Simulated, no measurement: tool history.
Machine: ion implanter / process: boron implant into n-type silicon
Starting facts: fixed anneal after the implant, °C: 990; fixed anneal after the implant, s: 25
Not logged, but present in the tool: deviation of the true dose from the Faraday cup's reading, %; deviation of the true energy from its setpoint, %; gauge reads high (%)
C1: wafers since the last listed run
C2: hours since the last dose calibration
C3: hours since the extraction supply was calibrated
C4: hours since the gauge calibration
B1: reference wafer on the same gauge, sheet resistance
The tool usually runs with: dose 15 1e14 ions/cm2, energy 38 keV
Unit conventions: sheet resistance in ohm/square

Run 1, hour 0: usual settings; C1 0; C2 1057.6; C3 3889; C4 5.5; B1 72.95. Result: sheet resistance 84.07 ohm/square.
Run 2, hour 10.3: usual settings but dose 13.35 1e14 ions/cm2; C1 242; C2 1067.9; C3 3899.3; C4 15.8; B1 72.97. Result: sheet resistance 91.1 ohm/square.
Run 3, hour 17.2: usual settings but dose 13.35 1e14 ions/cm2; C1 162; C2 1074.8; C3 3906.2; C4 22.7; B1 73.01. Result: sheet resistance 90.51 ohm/square.
Run 4, hour 26.5: usual settings but dose 13.35 1e14 ions/cm2; C1 218; C2 1084.1; C3 3915.5; C4 32; B1 73.08. Result: sheet resistance 90.81 ohm/square.
Run 5, hour 35.6: usual settings but energy 48 keV; C1 214; C2 1093.2; C3 3924.6; C4 41.1; B1 73.02. Result: sheet resistance 82.1 ohm/square.
Run 6, hour 48.3: usual settings but energy 33.5 keV; C1 298; C2 1105.9; C3 3937.3; C4 53.8; B1 72.92. Result: sheet resistance 83.9 ohm/square.
At hour 75.8: Faraday cup replaced and dose calibrated.
At hour 86.9: gauge calibrated.
At hour 92.5: extraction supply calibrated.
Run 7, hour 96.3: usual settings but energy 33.5 keV; C1 752; C2 20.5; C3 3.8; C4 9.4; B1 72.96. Result: sheet resistance 83.89 ohm/square.
Run 8, hour 104.2: usual settings but dose 16.32 1e14 ions/cm2; C1 185; C2 28.4; C3 11.7; C4 17.3; B1 72.89. Result: sheet resistance 78.87 ohm/square.
Run 9, hour 118.3: usual settings but dose 19.4 1e14 ions/cm2; C1 331; C2 42.5; C3 25.8; C4 31.4; B1 73.05. Result: sheet resistance 68.81 ohm/square.
Run 10, hour 129.4: usual settings but dose 17.06 1e14 ions/cm2, energy 48 keV; C1 261; C2 53.6; C3 36.9; C4 42.5; B1 73.05. Result: sheet resistance 74.03 ohm/square.
Run 11, hour 142.2: usual settings; C1 301; C2 66.4; C3 49.7; C4 55.3; B1 72.92. Result: sheet resistance 83.4 ohm/square.
Run 12, hour 151.3: usual settings but dose 19.47 1e14 ions/cm2, energy 45.5 keV; C1 214; C2 75.5; C3 58.8; C4 64.4; B1 73.06. Result: sheet resistance 67.62 ohm/square.
Run 13, hour 161: usual settings; C1 228; C2 85.2; C3 68.5; C4 74.1; B1 73.07. Result: sheet resistance 83.23 ohm/square.
Run 14, hour 173.3: usual settings but dose 17.43 1e14 ions/cm2, energy 49.5 keV; C1 289; C2 97.5; C3 80.8; C4 86.4; B1 72.88. Result: sheet resistance 72.92 ohm/square.
Run 15, hour 187.9: usual settings but dose 11.23 1e14 ions/cm2; C1 343; C2 112.1; C3 95.4; C4 101; B1 73.08. Result: sheet resistance 104.3 ohm/square.
At hour 192.6: gauge calibrated.
Run 16, hour 195.6: usual settings but dose 13.64 1e14 ions/cm2, energy 45 keV; C1 181; C2 119.8; C3 103.1; C4 3; B1 72.94. Result: sheet resistance 88.97 ohm/square.

What if the next run were any one of these 4? Each begins from the tool's condition after run 16:
Run A, hour 196: usual settings but energy 25 keV; C1 9; C2 120.2; C3 103.5; C4 3.4; B1 ?. Result: sheet resistance ?.
Run B, hour 196: usual settings but energy 31.5 keV; C1 9; C2 120.2; C3 103.5; C4 3.4; B1 ?. Result: sheet resistance ?.
Run C, hour 196: usual settings but dose 13.54 1e14 ions/cm2, energy 31 keV; C1 9; C2 120.2; C3 103.5; C4 3.4; B1 ?. Result: sheet resistance ?.
Run D, hour 196: usual settings but dose 11 1e14 ions/cm2, energy 48.5 keV; C1 9; C2 120.2; C3 103.5; C4 3.4; B1 ?. Result: sheet resistance ?.

run     B1  sheet resistance
  A  72.94             87.03
  B  72.94             84.68
  C  72.94              91.5
  D  72.94            105.58
Had the tool no hidden state, the same runs would have come out as:
run  sheet resistance
  A             87.03
  B             84.68
  C              91.5
  D            105.58

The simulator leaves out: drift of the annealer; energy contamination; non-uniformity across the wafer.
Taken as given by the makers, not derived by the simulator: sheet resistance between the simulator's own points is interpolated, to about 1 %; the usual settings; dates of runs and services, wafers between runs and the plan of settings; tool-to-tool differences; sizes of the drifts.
